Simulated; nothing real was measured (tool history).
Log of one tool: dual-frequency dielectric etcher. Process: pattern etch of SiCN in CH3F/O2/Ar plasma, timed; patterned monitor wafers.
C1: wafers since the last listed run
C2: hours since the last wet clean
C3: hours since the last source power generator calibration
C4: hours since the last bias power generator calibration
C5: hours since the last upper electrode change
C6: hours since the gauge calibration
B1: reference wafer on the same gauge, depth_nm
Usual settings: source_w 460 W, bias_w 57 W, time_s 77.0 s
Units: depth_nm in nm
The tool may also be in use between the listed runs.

{"run": 1, "day": 0.0, "source_w": 490, "bias_w": 57, "time_s": 64.0, "C1": 0, "C2": 177.5, "C3": 4376.1, "C4": 3075.4, "C5": 3867.1, "C6": 876.6, "B1": 25.4, "depth_nm": 25.82}
{"run": 2, "day": 0.95, "source_w": 490, "bias_w": 57, "time_s": 64.0, "C1": 239, "C2": 200.3, "C3": 4398.9, "C4": 3098.2, "C5": 3889.9, "C6": 899.4, "B1": 25.41, "depth_nm": 25.85}
{"run": 3, "day": 1.967, "source_w": 460, "bias_w": 57, "time_s": 77.0, "C1": 255, "C2": 224.7, "C3": 4423.3, "C4": 3122.6, "C5": 3914.3, "C6": 923.8, "B1": 25.41, "depth_nm": 29.91}
{"run": 4, "day": 3.408, "source_w": 460, "bias_w": 66, "time_s": 72.0, "C1": 362, "C2": 259.3, "C3": 4457.9, "C4": 3157.2, "C5": 3948.9, "C6": 958.4, "B1": 25.4, "depth_nm": 29.64}
{"run": 5, "day": 5.438, "source_w": 460, "bias_w": 66, "time_s": 72.0, "C1": 510, "C2": 308.0, "C3": 4506.6, "C4": 3205.9, "C5": 3997.6, "C6": 1007.1, "B1": 25.39, "depth_nm": 29.74}
{"run": 6, "day": 6.317, "source_w": 460, "bias_w": 66, "time_s": 72.0, "C1": 221, "C2": 329.1, "C3": 4527.7, "C4": 3227.0, "C5": 4018.7, "C6": 1028.2, "B1": 25.4, "depth_nm": 29.75}
{"day": 6.8, "done": "gauge calibrated"}
{"day": 7.479, "done": "source power generator calibrated"}
{"day": 8.308, "done": "wet clean of the chamber"}
{"run": 7, "day": 8.329, "source_w": 460, "bias_w": 57, "time_s": 77.0, "C1": 255, "C2": 0.5, "C3": 20.4, "C4": 3275.3, "C5": 4067.0, "C6": 36.7, "B1": 25.41, "depth_nm": 28.87}
{"run": 8, "day": 9.096, "source_w": 460, "bias_w": 57, "time_s": 77.0, "C1": 192, "C2": 18.9, "C3": 38.8, "C4": 3293.7, "C5": 4085.4, "C6": 55.1, "B1": 25.39, "depth_nm": 28.94}
{"run": 9, "day": 10.025, "source_w": 460, "bias_w": 57, "time_s": 77.0, "C1": 233, "C2": 41.2, "C3": 61.1, "C4": 3316.0, "C5": 4107.7, "C6": 77.4, "B1": 25.41, "depth_nm": 29.05}
{"run": 10, "day": 11.417, "source_w": 460, "bias_w": 57, "time_s": 77.0, "C1": 350, "C2": 74.6, "C3": 94.5, "C4": 3349.4, "C5": 4141.1, "C6": 110.8, "B1": 25.41, "depth_nm": 29.01}
{"run": 11, "day": 12.183, "source_w": 420, "bias_w": 52, "time_s": 77.0, "C1": 192, "C2": 93.0, "C3": 112.9, "C4": 3367.8, "C5": 4159.5, "C6": 129.2, "B1": 25.4, "depth_nm": 26.46}
{"run": 12, "day": 13.6, "source_w": 530, "bias_w": 46, "time_s": 77.0, "C1": 356, "C2": 127.0, "C3": 146.9, "C4": 3401.8, "C5": 4193.5, "C6": 163.2, "B1": 25.39, "depth_nm": 29.25}
{"day": 15.442, "done": "bias power generator calibrated"}
{"run": 13, "day": 16.962, "source_w": 350, "bias_w": 65, "time_s": 96.5, "C1": 804, "C2": 207.7, "C3": 227.6, "C4": 36.5, "C5": 4274.2, "C6": 243.9, "B1": 25.39, "depth_nm": 31.86}
{"run": 14, "day": 17.854, "source_w": 570, "bias_w": 65, "time_s": 77.0, "C1": 224, "C2": 229.1, "C3": 249.0, "C4": 57.9, "C5": 4295.6, "C6": 265.3, "B1": 25.41, "depth_nm": 34.73}
{"run": 15, "day": 18.958, "source_w": 540, "bias_w": 69, "time_s": 96.5, "C1": 277, "C2": 255.6, "C3": 275.5, "C4": 84.4, "C5": 4322.1, "C6": 291.8, "B1": 25.4, "depth_nm": 42.99}
{"run": 16, "day": 22.008, "source_w": 460, "bias_w": 57, "time_s": 99.5, "C1": 767, "C2": 328.8, "C3": 348.7, "C4": 157.6, "C5": 4395.3, "C6": 365.0, "B1": 25.39, "depth_nm": 37.71}
{"run": 17, "day": 22.838, "source_w": 400, "bias_w": 71, "time_s": 77.0, "C1": 208, "C2": 348.7, "C3": 368.6, "C4": 177.5, "C5": 4415.2, "C6": 384.9, "B1": 25.4, "depth_nm": 29.03}
{"run": 18, "day": 23.754, "source_w": 560, "bias_w": 63, "time_s": 77.0, "C1": 230, "C2": 370.7, "C3": 390.6, "C4": 199.5, "C5": 4437.2, "C6": 406.9, "B1": 25.4, "depth_nm": 33.97}
{"day": 24.904, "done": "wet clean of the chamber"}
{"run": 19, "day": 24.925, "source_w": 410, "bias_w": 66, "time_s": 77.0, "C1": 42, "C2": 0.5, "C3": 418.7, "C4": 227.6, "C5": 4465.3, "C6": 435.0, "B1": 25.4, "depth_nm": 28.39}
{"day": 26.0, "done": "upper electrode replaced"}
{"run": 20, "day": 26.021, "source_w": 540, "bias_w": 69, "time_s": 96.5, "C1": 24, "C2": 26.8, "C3": 445.0, "C4": 253.9, "C5": 0.5, "C6": 461.3, "B1": 25.4, "depth_nm": 42.83}
{"run": 21, "day": 26.225, "source_w": 460, "bias_w": 57, "time_s": 77.0, "C1": 51, "C2": 31.7, "C3": 449.9, "C4": 258.8, "C5": 5.4, "C6": 466.2, "B1": 25.41, "depth_nm": 28.97}
{"run": 22, "day": 27.392, "source_w": 460, "bias_w": 57, "time_s": 77.0, "C1": 293, "C2": 59.7, "C3": 477.9, "C4": 286.8, "C5": 33.4, "C6": 494.2, "B1": 25.4, "depth_nm": 29.07}
{"run": 23, "day": 28.042, "source_w": 460, "bias_w": 53, "time_s": 94.0, "C1": 163, "C2": 75.3, "C3": 493.5, "C4": 302.4, "C5": 49.0, "C6": 509.8, "B1": 25.4, "depth_nm": 34.45}
{"run": 24, "day": 29.096, "source_w": 550, "bias_w": 57, "time_s": 95.0, "C1": 265, "C2": 100.6, "C3": 518.8, "C4": 327.7, "C5": 74.3, "C6": 535.1, "B1": 25.4, "depth_nm": 39.92}
{"run": 25, "day": 29.975, "source_w": 360, "bias_w": 57, "time_s": 91.5, "C1": 221, "C2": 121.7, "C3": 539.9, "C4": 348.8, "C5": 95.4, "C6": 556.2, "B1": 25.4, "depth_nm": 29.3}
{"run": 26, "day": 30.779, "source_w": 460, "bias_w": 57, "time_s": 77.0, "C1": 202, "C2": 141.0, "C3": 559.2, "C4": 368.1, "C5": 114.7, "C6": 575.5, "B1": 25.41, "depth_nm": 29.1}
{"run": 27, "day": 32.933, "source_w": 540, "bias_w": 67, "time_s": 77.0, "C1": 542, "C2": 192.7, "C3": 610.9, "C4": 419.8, "C5": 166.4, "C6": 627.2, "B1": 25.4, "depth_nm": 34.05}
{"run": 28, "day": 33.542, "source_w": 460, "bias_w": 45, "time_s": 88.5, "C1": 153, "C2": 207.3, "C3": 625.5, "C4": 434.4, "C5": 181.0, "C6": 641.8, "B1": 25.41, "depth_nm": 30.89}
{"run": 29, "day": 34.288, "source_w": 460, "bias_w": 53, "time_s": 77.0, "C1": 187, "C2": 225.2, "C3": 643.4, "C4": 452.3, "C5": 198.9, "C6": 659.7, "B1": 25.39, "depth_nm": 28.45}
{"run": 30, "day": 35.092, "source_w": 400, "bias_w": 66, "time_s": 97.5, "C1": 202, "C2": 244.5, "C3": 662.7, "C4": 471.6, "C5": 218.2, "C6": 679.0, "B1": 25.39, "depth_nm": 35.6}
{"run": 31, "day": 36.467, "source_w": 460, "bias_w": 43, "time_s": 88.5, "C1": 345, "C2": 277.5, "C3": 695.7, "C4": 504.6, "C5": 251.2, "C6": 712.0, "B1": 25.41, "depth_nm": 30.37}

Forecast each of these 3 alternatives for the next run:
{"run": "A", "day": 36.483, "source_w": 460, "bias_w": 57, "time_s": 95.5, "C1": 4, "C2": 277.9, "C3": 696.1, "C4": 505.0, "C5": 251.6, "C6": 712.4, "B1": "?", "depth_nm": "?"}
{"run": "B", "day": 36.483, "source_w": 360, "bias_w": 57, "time_s": 61.0, "C1": 4, "C2": 277.9, "C3": 696.1, "C4": 505.0, "C5": 251.6, "C6": 712.4, "B1": "?", "depth_nm": "?"}
{"run": "C", "day": 36.483, "source_w": 460, "bias_w": 67, "time_s": 77.0, "C1": 4, "C2": 277.9, "C3": 696.1, "C4": 505.0, "C5": 251.6, "C6": 712.4, "B1": "?", "depth_nm": "?"}

run=A B1=25.41 depth_nm=36.31
run=B B1=25.41 depth_nm=19.70
run=C B1=25.41 depth_nm=31.08
Without the tool's hidden state the same runs would have given:
run=A depth_nm=35.99
run=B depth_nm=19.53
run=C depth_nm=30.81

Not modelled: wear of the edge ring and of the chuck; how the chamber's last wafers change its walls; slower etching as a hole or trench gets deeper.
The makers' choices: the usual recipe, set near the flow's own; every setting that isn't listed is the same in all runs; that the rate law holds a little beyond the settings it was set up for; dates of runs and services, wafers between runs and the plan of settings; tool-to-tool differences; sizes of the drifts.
